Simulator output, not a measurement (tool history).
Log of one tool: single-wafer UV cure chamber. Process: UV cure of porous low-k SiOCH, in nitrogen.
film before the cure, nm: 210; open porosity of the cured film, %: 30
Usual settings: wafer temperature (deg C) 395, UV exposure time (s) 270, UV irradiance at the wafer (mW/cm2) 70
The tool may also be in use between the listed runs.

run,day,wafer temperature (deg C),UV exposure time (s),UV irradiance at the wafer (mW/cm2),wafers since the last listed run,hours since the UV bulbs were replaced,wafers since the quartz window was cleaned,loss of film thickness in the cure (%)
1,0.000,395,270,70,0,1515.3,6,14.315
2,1.483,395,270,70,172,1550.9,179,14.003
3,2.421,395,270,70,109,1573.4,288,14.008
4,3.804,395,270,70,161,1606.6,450,13.854
5,6.671,395,270,70,334,1675.4,784,13.429
6,8.138,395,270,70,171,1710.6,955,13.361
7,9.192,395,270,57,122,1735.9,1078,12.014
8,10.304,395,270,57,129,1762.6,1208,11.848
# day 10.888: quartz window cleaned
9,11.175,395,270,70,62,1783.5,33,14.093
10,12.571,395,270,70,162,1817.0,196,14.131
11,13.217,395,270,70,75,1832.5,271,14.050
12,14.642,395,230,70,166,1866.7,437,13.068
13,15.683,395,230,70,121,1891.7,559,12.794
14,16.517,395,230,70,97,1911.7,656,12.843
15,18.008,395,165,70,173,1947.5,830,10.727
16,18.550,395,270,70,63,1960.5,893,13.706
# day 21.512: quartz window cleaned
17,22.700,395,270,70,445,2060.1,138,14.137
18,23.908,395,270,50,140,2089.1,279,12.419
19,24.883,395,270,50,113,2112.5,393,12.347
# day 25.942: UV bulbs replaced
20,25.962,395,270,70,86,0.5,480,13.787
21,26.283,413,330,80,37,8.2,517,15.962
22,26.908,384,270,106,72,23.2,590,15.765
23,27.838,395,270,70,108,45.5,698,13.598
24,28.979,395,415,70,133,72.9,831,15.815
25,29.512,381,150,94,62,85.7,894,11.494
# day 30.129: quartz window cleaned
26,30.254,400,270,106,47,103.5,14,16.661
27,31.400,383,390,83,133,131.0,148,16.839
28,32.079,380,270,70,79,147.3,227,13.663
29,32.867,402,405,82,91,166.2,319,17.135
30,33.504,375,270,107,74,181.5,393,16.074
31,34.083,395,270,40,67,195.4,461,10.778
32,34.738,388,360,70,76,211.1,537,15.285
33,35.783,384,315,40,121,236.2,659,11.260
34,36.900,395,270,70,130,263.0,789,13.614
35,38.229,375,270,103,155,294.9,944,14.871
36,39.629,404,270,45,163,328.5,1108,10.912
37,40.346,380,115,86,83,345.7,1191,9.535
# day 40.883: quartz window cleaned
38,40.896,395,270,70,25,358.9,1,14.052
39,42.925,395,270,70,236,407.6,238,14.331

Hidden state at the last listed run before each entry between runs and at the first one after, where it differs:
Between runs 8 and 9: quartz window cleaned (day 10.888)
  transmission lost against a clean window, %: 23.7 -> 3.24
  measured less the result without the state, loss of film thickness in the cure (%): -1.425 -> -0.178
Between runs 16 and 17: quartz window cleaned (day 21.512)
  transmission lost against a clean window, %: 18.3 -> 3.81
  measured less the result without the state, loss of film thickness in the cure (%): -1.120 -> -0.210
Between runs 19 and 20: UV bulbs replaced (day 25.942)
  transmission lost against a clean window, %: 8.25 -> 10.5
  measured less the result without the state, loss of film thickness in the cure (%): -0.462 -> -0.598
Between runs 25 and 26: quartz window cleaned (day 30.129)
  transmission lost against a clean window, %: 17.7 -> 2.94
  measured less the result without the state, loss of film thickness in the cure (%): -1.020 -> -0.169
Between runs 37 and 38: quartz window cleaned (day 40.883)
  transmission lost against a clean window, %: 23.5 -> 1.39
  measured less the result without the state, loss of film thickness in the cure (%): -1.407 -> -0.074

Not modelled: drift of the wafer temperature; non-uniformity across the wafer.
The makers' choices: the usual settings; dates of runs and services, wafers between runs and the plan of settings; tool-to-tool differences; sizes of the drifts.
